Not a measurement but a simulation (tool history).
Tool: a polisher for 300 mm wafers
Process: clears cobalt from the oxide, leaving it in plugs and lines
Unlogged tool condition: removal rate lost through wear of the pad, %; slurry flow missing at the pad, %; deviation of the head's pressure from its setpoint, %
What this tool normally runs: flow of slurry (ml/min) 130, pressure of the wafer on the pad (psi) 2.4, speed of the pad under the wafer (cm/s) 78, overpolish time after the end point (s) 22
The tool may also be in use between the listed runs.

run,hour,flow of slurry (ml/min),pressure of the wafer on the pad (psi),speed of the pad under the wafer (cm/s),overpolish time after the end point (s),wafers since the last listed run,wafers polished on this pad,hours since the slurry nozzle was cleaned,hours since the head pressure was calibrated,"incoming thickness of the incoming film, nm",time until the end point was called (s),dishing of a wide line in a test structure (angstrom)
1,0.0,130,2.4,94,22,0,1491,242.3,501.3,319.9,55.5,432
2,109.4,130,2.4,94,22,673,2165,351.7,610.7,323.9,58.3,424
3,172.6,115,2.4,94,22,389,2554,414.9,673.9,315.6,56.2,415
4,229.6,130,2.6,78,22,351,2905,471.9,730.9,319.8,60.1,425
5,295.6,130,2.4,78,22,406,3312,537.9,796.9,321.8,69.7,414
# hour 470.8: worn pad replaced by a new one
# hour 566.4: slurry nozzle cleaned
6,616.6,130,2.4,78,22,1945,891,50.2,1117.9,321.4,64.4,412
7,708.6,130,2.4,78,22,566,1457,142.2,1209.9,316.1,62.1,415
# hour 789.7: head pressure recalibrated
8,808.2,130,2.4,78,22,601,2058,241.8,18.5,322.2,74.2,406
9,910.6,130,2.4,78,22,630,2689,344.2,120.9,324.7,72.0,397
10,1005.2,130,2.7,78,22,582,3272,438.8,215.5,323.1,64.6,417
11,1061.0,130,3.0,52,32,343,3615,494.6,271.3,317.4,84.5,427
12,1097.6,145,1.6,70,26,225,3841,531.2,307.9,323.5,118.8,373
13,1193.6,130,2.4,78,14,591,4432,627.2,403.9,326.7,75.6,351
# hour 1249.5: worn pad replaced by a new one
14,1269.0,115,2.4,58,13,439,120,702.6,479.3,316.9,96.7,285
15,1319.8,130,2.4,78,22,312,433,753.4,530.1,315.5,68.7,405
16,1381.1,160,1.8,78,10,377,810,814.7,591.4,314.8,89.4,260
# hour 1439.0: slurry nozzle cleaned
17,1454.6,130,2.8,66,26,446,1256,15.6,664.9,323.1,70.7,435
18,1527.3,130,2.4,78,22,447,1704,88.3,737.6,322.9,69.4,405
19,1630.2,170,2.4,78,22,633,2338,191.2,840.5,320.9,68.1,401
20,1714.5,105,2.4,78,22,519,2857,275.5,924.8,317.7,67.7,399
21,1786.4,130,2.6,62,22,442,3300,347.4,996.7,321.7,78.5,403
22,1883.5,130,2.4,78,22,597,3898,444.5,1093.8,319.3,65.9,429
# hour 1897.8: head pressure recalibrated
23,1958.6,130,2.4,78,22,450,4348,519.6,60.8,315.1,72.9,413
24,2022.7,130,2.4,78,22,394,4742,583.7,124.9,325.2,71.8,407
25,2104.8,130,2.4,78,22,505,5248,665.8,207.0,323.7,73.8,408
# hour 2132.4: worn pad replaced by a new one
# hour 2185.2: slurry nozzle cleaned
26,2196.7,130,2.4,78,22,535,389,11.5,298.9,319.7,69.4,422
27,2295.8,130,2.4,78,22,610,999,110.6,398.0,322.7,70.2,407
28,2334.3,130,2.2,70,15,237,1237,149.1,436.5,323.8,91.4,344
29,2422.2,155,3.1,78,22,541,1778,237.0,524.4,318.4,52.4,437
30,2478.8,110,3.0,94,22,348,2126,293.6,581.0,314.1,48.4,440
31,2566.4,90,1.7,100,22,539,2666,381.2,668.6,320.8,80.3,402
32,2670.4,130,2.4,86,22,640,3306,485.2,772.6,317.2,60.5,412
33,2732.7,90,1.7,100,22,383,3690,547.5,834.9,313.7,77.0,383
34,2813.9,115,2.4,94,22,500,4190,628.7,916.1,316.0,55.5,424
35,2874.0,130,2.7,70,22,370,4560,688.8,976.2,317.9,64.8,418

Consider 3 possible next runs. They are alternatives, not a sequence: every one starts from the tool as it was left by run 35. What does each give?
A,2874.4,130,2.4,78,22,2,4562,689.2,976.6,316.4,?,?
B,2874.4,130,3.0,104,22,2,4562,689.2,976.6,316.4,?,?
C,2874.4,90,2.4,78,22,2,4562,689.2,976.6,316.4,?,?

run,time until the end point was called (s),dishing of a wide line in a test structure (angstrom)
A,67.4,416
B,40.4,442
C,71.8,410
Without the tool's hidden state the same runs would have given:
run,time until the end point was called (s),dishing of a wide line in a test structure (angstrom)
A,71.4,411
B,42.8,440
C,76.1,404
